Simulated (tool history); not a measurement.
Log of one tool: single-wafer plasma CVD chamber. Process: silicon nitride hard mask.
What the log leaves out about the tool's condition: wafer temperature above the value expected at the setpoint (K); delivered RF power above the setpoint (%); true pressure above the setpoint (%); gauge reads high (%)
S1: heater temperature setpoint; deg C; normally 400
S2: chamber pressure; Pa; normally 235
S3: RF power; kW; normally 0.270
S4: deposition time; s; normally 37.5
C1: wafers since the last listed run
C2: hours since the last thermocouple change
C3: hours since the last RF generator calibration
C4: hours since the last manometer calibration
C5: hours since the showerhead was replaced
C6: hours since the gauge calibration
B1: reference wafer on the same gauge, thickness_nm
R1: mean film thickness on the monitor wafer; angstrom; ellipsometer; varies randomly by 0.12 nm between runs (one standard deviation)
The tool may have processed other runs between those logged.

Run 1, day 0.000: usual settings; C1 0; C2 2048.3; C3 1169.4; C4 759.7; C5 4088.2; C6 239.7; B1 37.574. Result: R1 417.36 angstrom.
Run 2, day 0.954: usual settings; C1 524; C2 2071.2; C3 1192.3; C4 782.6; C5 4111.1; C6 262.6; B1 37.576. Result: R1 416.31 angstrom.
Run 3, day 2.417: usual settings; C1 803; C2 2106.3; C3 1227.4; C4 817.7; C5 4146.2; C6 297.7; B1 37.594. Result: R1 418.29 angstrom.
Run 4, day 4.408: usual settings; C1 1094; C2 2154.1; C3 1275.2; C4 865.5; C5 4194.0; C6 345.5; B1 37.594. Result: R1 413.62 angstrom.
Run 5, day 5.454: usual settings; C1 574; C2 2179.2; C3 1300.3; C4 890.6; C5 4219.1; C6 370.6; B1 37.582. Result: R1 415.48 angstrom.
Run 6, day 6.492: usual settings; C1 570; C2 2204.1; C3 1325.2; C4 915.5; C5 4244.0; C6 395.5; B1 37.606. Result: R1 413.32 angstrom.
Run 7, day 7.908: usual settings; C1 778; C2 2238.1; C3 1359.2; C4 949.5; C5 4278.0; C6 429.5; B1 37.627. Result: R1 417.07 angstrom.
Run 8, day 8.642: usual settings; C1 402; C2 2255.7; C3 1376.8; C4 967.1; C5 4295.6; C6 447.1; B1 37.596. Result: R1 415.45 angstrom.
At day 9.308: showerhead replaced.
Run 9, day 9.662: usual settings; C1 377; C2 2280.2; C3 1401.3; C4 991.6; C5 8.5; C6 471.6; B1 37.599. Result: R1 415.57 angstrom.
At day 10.042: gauge calibrated.
At day 11.250: RF generator calibrated.
Run 10, day 11.271: usual settings but S1 411 deg C, S3 0.235 kW; C1 700; C2 2318.8; C3 0.5; C4 1030.2; C5 47.1; C6 29.5; B1 37.601. Result: R1 370.36 angstrom.
Run 11, day 12.054: usual settings but S1 411 deg C, S3 0.235 kW; C1 430; C2 2337.6; C3 19.3; C4 1049.0; C5 65.9; C6 48.3; B1 37.600. Result: R1 368.76 angstrom.
At day 12.871: thermocouple changed; heater temperature recalibrated.
Run 12, day 12.971: usual settings but S1 397 deg C; C1 320; C2 2.4; C3 41.3; C4 1071.0; C5 87.9; C6 70.3; B1 37.600. Result: R1 424.14 angstrom.
Run 13, day 14.121: usual settings but S1 397 deg C; C1 631; C2 30.0; C3 68.9; C4 1098.6; C5 115.5; C6 97.9; B1 37.623. Result: R1 422.42 angstrom.
Run 14, day 15.104: usual settings but S1 406 deg C; C1 540; C2 53.6; C3 92.5; C4 1122.2; C5 139.1; C6 121.5; B1 37.587. Result: R1 422.63 angstrom.
At day 16.771: capacitance manometer re-zeroed and calibrated.
Run 15, day 16.792: usual settings; C1 744; C2 94.1; C3 133.0; C4 0.5; C5 179.6; C6 162.0; B1 37.616. Result: R1 430.19 angstrom.
Run 16, day 17.917: usual settings but S2 261 Pa, S4 43.2 s; C1 618; C2 121.1; C3 160.0; C4 27.5; C5 206.6; C6 189.0; B1 37.586. Result: R1 505.84 angstrom.
Run 17, day 18.654: usual settings; C1 405; C2 138.8; C3 177.7; C4 45.2; C5 224.3; C6 206.7; B1 37.628. Result: R1 427.20 angstrom.
Run 18, day 19.792: usual settings but S3 0.230 kW, S4 43.6 s; C1 625; C2 166.1; C3 205.0; C4 72.5; C5 251.6; C6 234.0; B1 37.586. Result: R1 426.94 angstrom.
Run 19, day 20.567: usual settings; C1 425; C2 184.7; C3 223.6; C4 91.1; C5 270.2; C6 252.6; B1 37.591. Result: R1 431.64 angstrom.
Run 20, day 21.288: usual settings but S2 180 Pa, S3 0.230 kW; C1 396; C2 202.0; C3 240.9; C4 108.4; C5 287.5; C6 269.9; B1 37.597. Result: R1 345.18 angstrom.
Run 21, day 22.212: usual settings; C1 508; C2 224.2; C3 263.1; C4 130.6; C5 309.7; C6 292.1; B1 37.594. Result: R1 429.88 angstrom.
Run 22, day 22.762: usual settings but S2 176 Pa, S3 0.310 kW; C1 302; C2 237.4; C3 276.3; C4 143.8; C5 322.9; C6 305.3; B1 37.589. Result: R1 453.20 angstrom.
Run 23, day 23.521: usual settings; C1 416; C2 255.6; C3 294.5; C4 162.0; C5 341.1; C6 323.5; B1 37.596. Result: R1 426.07 angstrom.
Run 24, day 24.171: usual settings but S1 405 deg C, S2 205 Pa, S3 0.255 kW, S4 40.4 s; C1 357; C2 271.2; C3 310.1; C4 177.6; C5 356.7; C6 339.1; B1 37.611. Result: R1 424.48 angstrom.
Run 25, day 25.071: usual settings; C1 494; C2 292.8; C3 331.7; C4 199.2; C5 378.3; C6 360.7; B1 37.588. Result: R1 427.86 angstrom.
Run 26, day 26.546: usual settings but S1 411 deg C, S2 284 Pa, S3 0.295 kW, S4 42.4 s; C1 810; C2 328.2; C3 367.1; C4 234.6; C5 413.7; C6 396.1; B1 37.593. Result: R1 540.96 angstrom.
Run 27, day 27.192: usual settings but S1 388 deg C, S3 0.290 kW; C1 354; C2 343.7; C3 382.6; C4 250.1; C5 429.2; C6 411.6; B1 37.581. Result: R1 457.14 angstrom.
Run 28, day 28.554: usual settings but S1 411 deg C, S2 184 Pa, S3 0.220 kW; C1 748; C2 376.4; C3 415.3; C4 282.8; C5 461.9; C6 444.3; B1 37.598. Result: R1 328.01 angstrom.
Run 29, day 29.704: usual settings but S2 189 Pa; C1 631; C2 404.0; C3 442.9; C4 310.4; C5 489.5; C6 471.9; B1 37.604. Result: R1 403.99 angstrom.

Alternative continuations, all from the tool just after run 29; predict every row:
Run A, day 29.721: usual settings but S2 272 Pa; C1 9; C2 404.4; C3 443.3; C4 310.8; C5 489.9; C6 472.3; B1 ?. Result: R1 ?.
Run B, day 29.721: usual settings but S4 35.0 s; C1 9; C2 404.4; C3 443.3; C4 310.8; C5 489.9; C6 472.3; B1 ?. Result: R1 ?.
Run C, day 29.721: usual settings but S3 0.230 kW, S4 32.7 s; C1 9; C2 404.4; C3 443.3; C4 310.8; C5 489.9; C6 472.3; B1 ?. Result: R1 ?.
Run D, day 29.721: usual settings but S2 217 Pa, S4 32.8 s; C1 9; C2 404.4; C3 443.3; C4 310.8; C5 489.9; C6 472.3; B1 ?. Result: R1 ?.

run      B1      R1
  A  37.602  438.21
  B  37.602  395.95
  C  37.602  316.47
  D  37.602  365.00
The same runs, with their run-to-run variation unchanged, on a tool lacking any hidden condition would have given:
run      R1
  A  446.53
  B  403.55
  C  322.82
  D  372.02

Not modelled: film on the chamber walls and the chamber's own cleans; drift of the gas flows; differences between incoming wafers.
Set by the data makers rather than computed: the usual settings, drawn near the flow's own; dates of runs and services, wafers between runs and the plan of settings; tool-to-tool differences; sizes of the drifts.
